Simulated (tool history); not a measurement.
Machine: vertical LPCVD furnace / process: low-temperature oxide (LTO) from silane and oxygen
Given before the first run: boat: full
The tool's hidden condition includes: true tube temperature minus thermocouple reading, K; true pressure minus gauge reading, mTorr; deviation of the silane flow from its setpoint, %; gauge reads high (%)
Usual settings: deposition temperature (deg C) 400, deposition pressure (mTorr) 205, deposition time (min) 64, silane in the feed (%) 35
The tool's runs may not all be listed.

run,hour,deposition temperature (deg C),deposition pressure (mTorr),deposition time (min),silane in the feed (%),wafers since the last listed run,hours since the last temperature calibration,hours since the pressure gauge was zeroed,hours since the silane flow controller was replaced,hours since the gauge calibration,"read-back reference wafer on the same gauge, thickness",film thickness on the monitor wafer in the middle of the boat (nm)
1,0.0,400,205,64,35,0,2797.4,2807.5,4796.4,473.3,394.95,435.39
2,43.0,400,205,64,35,832,2840.4,2850.5,4839.4,516.3,394.95,433.14
3,108.4,400,205,64,35,1266,2905.8,2915.9,4904.8,581.7,395.29,431.83
4,159.3,400,205,64,35,985,2956.7,2966.8,4955.7,632.6,394.89,434.85
5,224.9,400,205,64,35,1269,3022.3,3032.4,5021.3,698.2,394.70,432.49
6,308.2,400,205,64,35,1612,3105.6,3115.7,5104.6,781.5,395.14,434.73
7,399.3,400,205,64,35,1763,3196.7,3206.8,5195.7,872.6,395.48,432.52
# hour 472.1: gauge calibrated
8,496.1,404,205,64,35,1873,3293.5,3303.6,5292.5,24.0,394.59,455.36
9,567.6,400,205,64,35,1384,3365.0,3375.1,5364.0,95.5,394.95,430.88
10,761.7,400,205,64,41,3757,3559.1,3569.2,5558.1,289.6,394.89,530.10
11,853.4,412,205,42,33,1775,3650.8,3660.9,5649.8,381.3,395.08,299.40
# hour 943.4: pressure gauge zeroed
12,943.9,400,205,80,35,1287,3741.3,0.5,5740.3,471.8,395.57,575.79

Expected results for the next run?
# hour 972.0: silane flow controller replaced
# hour 984.6: thermocouples replaced and temperature profile calibrated
13,999.6,400,205,64,35,370,15.0,56.2,27.6,527.5,?,?

Run 13 produced read-back reference wafer on the same gauge, thickness 395.24, film thickness on the monitor wafer in the middle of the boat (nm) 457.53.
With the hidden condition absent and the run-to-run variation left alone, this run would have shown film thickness on the monitor wafer in the middle of the boat (nm) 454.80.
